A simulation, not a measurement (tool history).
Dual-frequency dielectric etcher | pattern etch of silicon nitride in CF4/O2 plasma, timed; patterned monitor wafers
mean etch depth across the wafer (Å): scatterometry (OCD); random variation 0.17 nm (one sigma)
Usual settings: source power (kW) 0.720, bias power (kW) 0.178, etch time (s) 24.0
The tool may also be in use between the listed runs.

| run | hour | source power (kW) | bias power (kW) | etch time (s) | read-back reference wafer on the same gauge, depth_nm | mean etch depth across the wafer (Å) |
|---|---|---|---|---|---|---|
| 1 | 0.0 | 0.840 | 0.178 | 24.0 | 77.5 | 805 |
| 2 | 30.2 | 0.840 | 0.178 | 24.0 | 77.5 | 805 |
| 3 | 55.2 | 0.720 | 0.178 | 24.0 | 77.5 | 692 |
| 4 | 73.4 | 0.720 | 0.178 | 24.0 | 77.4 | 691 |
| 5 | 87.4 | 0.720 | 0.155 | 24.0 | 77.5 | 647 |
| 6 | 111.2 | 0.720 | 0.155 | 24.0 | 77.5 | 647 |
| 7 | 144.4 | 0.720 | 0.178 | 24.0 | 77.5 | 693 |
| 8 | 170.3 | 0.720 | 0.178 | 24.0 | 77.5 | 690 |
| 9 | 204.0 | 0.720 | 0.178 | 24.0 | 77.5 | 690 |
| 10 | 219.6 | 0.720 | 0.178 | 24.0 | 77.4 | 690 |
|  | 233.0 | gauge calibrated |
| 11 | 252.1 | 0.720 | 0.178 | 18.5 | 77.5 | 535 |
| 12 | 273.7 | 0.630 | 0.148 | 18.5 | 77.5 | 430 |
|  | 278.0 | source power generator calibrated |
| 13 | 300.4 | 0.720 | 0.178 | 24.0 | 77.5 | 673 |
| 14 | 315.4 | 0.720 | 0.155 | 24.0 | 77.6 | 630 |
|  | 362.9 | wet clean of the chamber |
| 15 | 363.4 | 0.720 | 0.155 | 24.0 | 77.5 | 630 |
| 16 | 363.8 | 0.780 | 0.146 | 24.0 | 77.6 | 661 |
| 17 | 375.9 | 0.720 | 0.178 | 20.5 | 77.5 | 570 |
| 18 | 388.8 | 0.810 | 0.178 | 24.0 | 77.6 | 754 |
|  | 431.0 | upper electrode replaced |
| 19 | 431.5 | 0.640 | 0.198 | 30.5 | 77.5 | 798 |
| 20 | 431.9 | 0.840 | 0.201 | 19.5 | 77.4 | 672 |
| 21 | 447.8 | 0.630 | 0.151 | 27.5 | 77.5 | 624 |
|  | 467.9 | bias power generator calibrated |
| 22 | 477.4 | 0.600 | 0.141 | 24.0 | 77.4 | 500 |
| 23 | 505.5 | 0.720 | 0.158 | 24.0 | 77.5 | 636 |
| 24 | 534.4 | 0.630 | 0.194 | 27.0 | 77.5 | 687 |
| 25 | 569.7 | 0.630 | 0.146 | 27.0 | 77.4 | 604 |
| 26 | 590.8 | 0.860 | 0.137 | 24.0 | 77.5 | 709 |
| 27 | 623.9 | 0.670 | 0.152 | 24.0 | 77.5 | 581 |
| 28 | 658.2 | 0.720 | 0.178 | 24.0 | 77.5 | 676 |
| 29 | 688.2 | 0.620 | 0.165 | 19.0 | 77.5 | 444 |
| 30 | 709.9 | 0.650 | 0.160 | 27.5 | 77.4 | 665 |
| 31 | 733.2 | 0.720 | 0.178 | 24.0 | 77.5 | 674 |

Forecast each of these 3 alternatives for the next run:
| A | 733.6 | 0.720 | 0.209 | 24.0 | ? | ? |
| B | 733.6 | 0.570 | 0.147 | 24.0 | ? | ? |
| C | 733.6 | 0.820 | 0.178 | 24.0 | ? | ? |

| run | read-back reference wafer on the same gauge, depth_nm | mean etch depth across the wafer (Å) |
|---|---|---|
| A | 77.5 | 725 |
| B | 77.5 | 487 |
| C | 77.5 | 766 |
Without the tool's hidden state the same runs would have given:
| run | mean etch depth across the wafer (Å) |
|---|---|
| A | 722 |
| B | 485 |
| C | 763 |

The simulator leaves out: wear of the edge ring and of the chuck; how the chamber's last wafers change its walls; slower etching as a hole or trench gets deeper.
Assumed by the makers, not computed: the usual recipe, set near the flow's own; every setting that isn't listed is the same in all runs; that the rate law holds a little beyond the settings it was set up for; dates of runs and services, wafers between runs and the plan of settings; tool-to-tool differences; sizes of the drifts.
